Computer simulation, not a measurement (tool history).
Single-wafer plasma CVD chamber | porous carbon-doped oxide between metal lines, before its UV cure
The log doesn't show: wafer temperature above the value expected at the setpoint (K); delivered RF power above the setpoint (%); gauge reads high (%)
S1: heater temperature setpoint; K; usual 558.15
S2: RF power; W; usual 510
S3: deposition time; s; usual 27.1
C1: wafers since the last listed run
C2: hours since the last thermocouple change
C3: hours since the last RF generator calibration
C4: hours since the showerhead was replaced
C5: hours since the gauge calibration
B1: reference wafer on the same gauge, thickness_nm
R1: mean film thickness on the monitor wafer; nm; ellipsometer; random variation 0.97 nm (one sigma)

run   hour      S1   S2    S3   C1      C2      C3      C4     C5       B1       R1
  1      0  558.15  510  27.1    0  2075.9  1123.1  4900.9  107.2  149.941  181.501
  2    6.1  558.15  510  27.1  104    2082  1129.2    4907  113.3  150.088  181.813
  3   15.1  558.15  510  27.1  153    2091  1138.2    4916  122.3  150.086  181.524
  4     30  558.15  480  29.9  254  2105.9  1153.1  4930.9  137.2  149.699  191.983
  5   47.8  558.15  480  29.9  304  2123.7  1170.9  4948.7    155  149.957  191.696
  6   56.9  553.15  510  28.3  155  2132.8    1180  4957.8  164.1  150.261  196.019
  7   86.8  553.15  510  28.3  511  2162.7  1209.9  4987.7    194  150.025  193.498
  8  103.1  553.15  510  28.3  278    2179  1226.2    5004  210.3  150.203  195.761
  9  111.4  563.15  510  27.1  141  2187.3  1234.5  5012.3  218.6  150.098  176.341
 10  118.5  563.15  510  27.1  121  2194.4  1241.6  5019.4  225.7  149.973  173.616
 11  134.7  550.15  510  27.1  277  2210.6  1257.8  5035.6  241.9  150.045  189.942
 12  145.4  558.15  550  27.1  183  2221.3  1268.5  5046.3  252.6  149.988  185.987
     155.6  -- RF generator calibrated
 13    161  558.15  550  27.1  129  2236.9     5.4  5061.9  268.2  150.105  188.284
 14  176.1  558.15  485  25.4  258    2252    20.5    5077  283.3  150.021   165.18
       192  -- showerhead replaced
     195.1  -- thermocouple changed; heater temperature recalibrated
 15  195.6  558.15  550  27.1  143     0.5      40     3.6  302.8  149.877  189.146
 16  195.9  545.15  430  23.7    5     0.8    40.3     3.9  303.1  150.159  160.151
 17  205.9  544.15  550  28.8  171    10.8    50.3    13.9  313.1  149.957  221.664
 18    212  570.15  510  22.4  104    16.9    56.4      20  319.2   150.07  136.843
 19  222.5  558.15  510  27.1  179    27.4    66.9    30.5  329.7  149.982  180.225
     257.4  -- gauge calibrated
 20  262.2  548.15  510    31  679    67.1   106.6    70.2    4.8  149.944  222.531
 21  276.2  558.15  510  27.1  239    81.1   120.6    84.2   18.8  150.001  178.721

Forecast run 22:
 22  285.9  566.15  460  23.1  165  90.8  130.3  93.9  28.5   ?   ?

Run 22 gave B1 149.813, R1 139.853 nm.
Without the tool's hidden state the same run would have given R1 139.853 nm.
